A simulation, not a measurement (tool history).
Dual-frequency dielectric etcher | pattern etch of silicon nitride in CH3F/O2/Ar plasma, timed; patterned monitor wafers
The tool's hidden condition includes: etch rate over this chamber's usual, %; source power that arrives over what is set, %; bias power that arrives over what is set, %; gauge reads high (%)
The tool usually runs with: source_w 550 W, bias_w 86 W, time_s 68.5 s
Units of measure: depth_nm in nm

run,hour,source_w,bias_w,time_s,wafers since the last listed run,hours since the last wet clean,hours since the last source power generator calibration,hours since the last bias power generator calibration,hours since the last upper electrode change,hours since the gauge calibration,"read-back reference wafer on the same gauge, depth_nm",depth_nm
1,0.0,550,86,68.5,0,339.1,1121.4,2318.8,3425.8,1038.1,45.5,56.2
2,47.3,550,86,68.5,327,386.4,1168.7,2366.1,3473.1,1085.4,45.6,56.3
3,84.2,550,69,54.0,255,423.3,1205.6,2403.0,3510.0,1122.3,45.6,41.2
4,128.1,550,69,54.0,303,467.2,1249.5,2446.9,3553.9,1166.2,45.5,42.0
5,170.0,550,69,54.0,289,509.1,1291.4,2488.8,3595.8,1208.1,45.6,41.8
6,204.2,550,86,58.0,236,543.3,1325.6,2523.0,3630.0,1242.3,45.5,48.3
# hour 229.6: wet clean of the chamber
7,240.2,550,86,58.0,83,10.6,1361.6,2559.0,3666.0,1278.3,45.5,45.7
8,287.0,550,86,77.5,323,57.4,1408.4,2605.8,3712.8,1325.1,45.4,61.5
9,346.5,550,86,77.5,411,116.9,1467.9,2665.3,3772.3,1384.6,45.4,61.2
10,462.8,550,86,68.5,804,233.2,1584.2,2781.6,3888.6,1500.9,45.7,55.0
# hour 513.5: gauge calibrated
11,521.0,550,86,68.5,402,291.4,1642.4,2839.8,3946.8,7.5,45.6,55.4
# hour 612.4: bias power generator calibrated
12,686.0,460,86,68.5,1113,456.4,1807.4,73.6,4111.8,172.5,45.6,53.6
# hour 736.1: wet clean of the chamber
13,742.8,460,86,68.5,226,6.7,1864.2,130.4,4168.6,229.3,45.6,52.4
14,802.9,460,86,68.5,415,66.8,1924.3,190.5,4228.7,289.4,45.6,52.6
15,840.8,550,97,79.5,262,104.7,1962.2,228.4,4266.6,327.3,45.6,66.0
16,866.7,550,86,68.5,179,130.6,1988.1,254.3,4292.5,353.2,45.4,55.4
# hour 902.6: source power generator calibrated
17,927.1,420,86,68.5,390,191.0,24.5,314.7,4352.9,413.6,45.5,52.1
# hour 952.9: upper electrode replaced
18,973.9,600,106,75.5,157,237.8,71.3,361.5,21.0,460.4,45.5,67.5
19,1017.3,630,80,54.5,300,281.2,114.7,404.9,64.4,503.8,45.3,44.5
20,1081.4,550,86,68.5,443,345.3,178.8,469.0,128.5,567.9,45.6,56.3
21,1117.0,460,86,68.5,246,380.9,214.4,504.6,164.1,603.5,45.4,54.0
22,1141.4,660,95,49.0,168,405.3,238.8,529.0,188.5,627.9,45.5,43.8
23,1191.0,550,86,68.5,343,454.9,288.4,578.6,238.1,677.5,45.5,56.8
24,1217.0,550,102,68.5,179,480.9,314.4,604.6,264.1,703.5,45.5,60.0
# hour 1336.6: wet clean of the chamber
25,1337.1,550,105,61.0,664,0.5,434.5,724.7,384.2,823.6,45.5,52.1
26,1343.0,690,92,50.0,40,6.4,440.4,730.6,390.1,829.5,45.5,42.6
27,1391.9,550,105,61.0,338,55.3,489.3,779.5,439.0,878.4,45.5,51.2
28,1440.3,550,86,68.5,334,103.7,537.7,827.9,487.4,926.8,45.6,54.3
29,1506.7,450,86,68.5,459,170.1,604.1,894.3,553.8,993.2,45.4,52.7
30,1561.3,600,67,68.5,377,224.7,658.7,948.9,608.4,1047.8,45.4,52.3

For each run, what was the tool's unlogged condition?
source power that arrives over what is set, %: 0, the same for each run
bias power that arrives over what is set, %: 0, the same for each run
gauge reads high (%): 0, the same for each run
H1: etch rate over this chamber's usual, %
run,H1
1,3.53
2,3.96
3,4.29
4,4.69
5,5.07
6,5.38
7,-0.537
8,-0.113
9,0.426
10,1.48
11,2.01
12,3.5
13,-0.013
14,0.531
15,0.874
16,1.11
17,1.66
18,2.08
19,2.47
20,3.05
21,3.38
22,3.6
23,4.05
24,4.28
25,-0.399
26,-0.346
27,0.0968
28,0.535
29,1.14
30,1.63

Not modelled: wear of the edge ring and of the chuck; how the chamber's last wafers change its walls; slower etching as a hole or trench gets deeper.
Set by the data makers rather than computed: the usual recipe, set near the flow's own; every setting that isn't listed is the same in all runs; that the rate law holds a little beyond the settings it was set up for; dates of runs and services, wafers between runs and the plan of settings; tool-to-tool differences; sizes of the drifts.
